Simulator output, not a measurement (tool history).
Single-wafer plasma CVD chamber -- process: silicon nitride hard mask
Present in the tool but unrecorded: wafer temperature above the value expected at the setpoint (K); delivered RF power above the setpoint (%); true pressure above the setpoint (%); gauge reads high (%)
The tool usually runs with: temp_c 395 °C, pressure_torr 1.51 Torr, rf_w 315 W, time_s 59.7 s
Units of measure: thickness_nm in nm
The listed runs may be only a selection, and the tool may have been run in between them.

run	day	temp_c	pressure_torr	rf_w	time_s	wafers since the last listed run	hours since the last thermocouple change	hours since the last RF generator calibration	hours since the last manometer calibration	hours since the showerhead was replaced	hours since the gauge calibration	read-back reference wafer on the same gauge, thickness_nm	thickness_nm
1	0.000	395	1.51	315	59.7	0	51.6	1595.5	1116.1	5823.8	335.7	61.503	73.462
2	1.550	395	1.51	315	59.7	957	88.8	1632.7	1153.3	5861.0	372.9	61.508	73.417
3	3.146	395	1.51	315	59.7	986	127.1	1671.0	1191.6	5899.3	411.2	61.477	73.369
4	6.029	406	1.51	315	59.7	1782	196.3	1740.2	1260.8	5968.5	480.4	61.527	73.215
5	7.679	406	1.51	315	59.7	1019	235.9	1779.8	1300.4	6008.1	520.0	61.484	73.116
6	9.467	406	1.51	315	59.7	1104	278.8	1822.7	1343.3	6051.0	562.9	61.516	72.849
7	11.696	395	1.26	345	59.7	1377	332.3	1876.2	1396.8	6104.5	616.4	61.511	69.479
8	14.342	404	1.51	315	52.2	1635	395.8	1939.7	1460.3	6168.0	679.9	61.513	63.810
9	16.821	401	1.51	345	59.7	1532	455.3	1999.2	1519.8	6227.5	739.4	61.499	76.070
10	19.371	381	1.32	375	52.4	1576	516.5	2060.4	1581.0	6288.7	800.6	61.501	64.947
11	20.692	395	1.51	315	59.7	816	548.2	2092.1	1612.7	6320.4	832.3	61.505	73.162
# day 23.375: capacitance manometer re-zeroed and calibrated
12	23.583	385	1.51	315	66.0	1581	617.6	2161.5	5.0	6389.8	901.7	61.489	81.104
# day 24.308: RF generator calibrated
# day 27.675: gauge calibrated
13	28.358	383	1.18	275	59.7	2745	732.2	97.2	119.6	6504.4	16.4	61.527	62.444
14	30.400	399	1.73	350	59.7	1261	781.2	146.2	168.6	6553.4	65.4	61.528	83.692
15	31.833	395	1.51	260	49.3	885	815.6	180.6	203.0	6587.8	99.8	61.499	57.250
16	34.704	381	1.51	315	59.7	1774	884.5	249.5	271.9	6656.7	168.7	61.508	75.930
17	36.029	388	1.78	370	59.7	818	916.3	281.3	303.7	6688.5	200.5	61.493	87.036
# day 37.042: showerhead replaced
18	38.600	395	1.51	285	59.7	1382	978.0	343.0	365.4	37.4	262.2	61.457	71.777
19	41.567	395	1.51	315	59.7	1833	1049.2	414.2	436.6	108.6	333.4	61.509	74.937
20	43.246	391	1.51	355	59.7	1037	1089.5	454.5	476.9	148.9	373.7	61.506	78.901
21	45.729	405	1.51	315	59.7	1534	1149.1	514.1	536.5	208.5	433.3	61.503	74.423
22	47.004	395	1.51	315	59.7	788	1179.7	544.7	567.1	239.1	463.9	61.508	74.890
23	49.338	387	1.51	370	53.1	1442	1235.7	600.7	623.1	295.1	519.9	61.505	71.538
24	51.792	395	1.51	315	59.7	1516	1294.6	659.6	682.0	354.0	578.8	61.482	74.767
25	54.242	395	1.19	315	69.1	1514	1353.4	718.4	740.8	412.8	637.6	61.484	75.628
26	55.375	395	1.28	315	59.7	700	1380.6	745.6	768.0	440.0	664.8	61.503	68.439
27	57.046	395	1.51	315	59.7	1032	1420.7	785.7	808.1	480.1	704.9	61.509	74.837
28	58.517	395	1.51	315	69.0	909	1456.0	821.0	843.4	515.4	740.2	61.509	86.145

Run-by-run hidden state of the tool:
wafer temperature above the value expected at the setpoint (K): 0 in every run
true pressure above the setpoint (%): 0 in every run
gauge reads high (%): 0 in every run
H1: delivered RF power above the setpoint (%)
run	H1
1	-5.63
2	-5.74
3	-5.85
4	-6.06
5	-6.18
6	-6.31
7	-6.47
8	-6.67
9	-6.85
10	-7.03
11	-7.13
12	-7.34
13	-0.493
14	-0.641
15	-0.745
16	-0.953
17	-1.05
18	-1.23
19	-1.45
20	-1.57
21	-1.75
22	-1.84
23	-2.01
24	-2.19
25	-2.37
26	-2.45
27	-2.57
28	-2.68
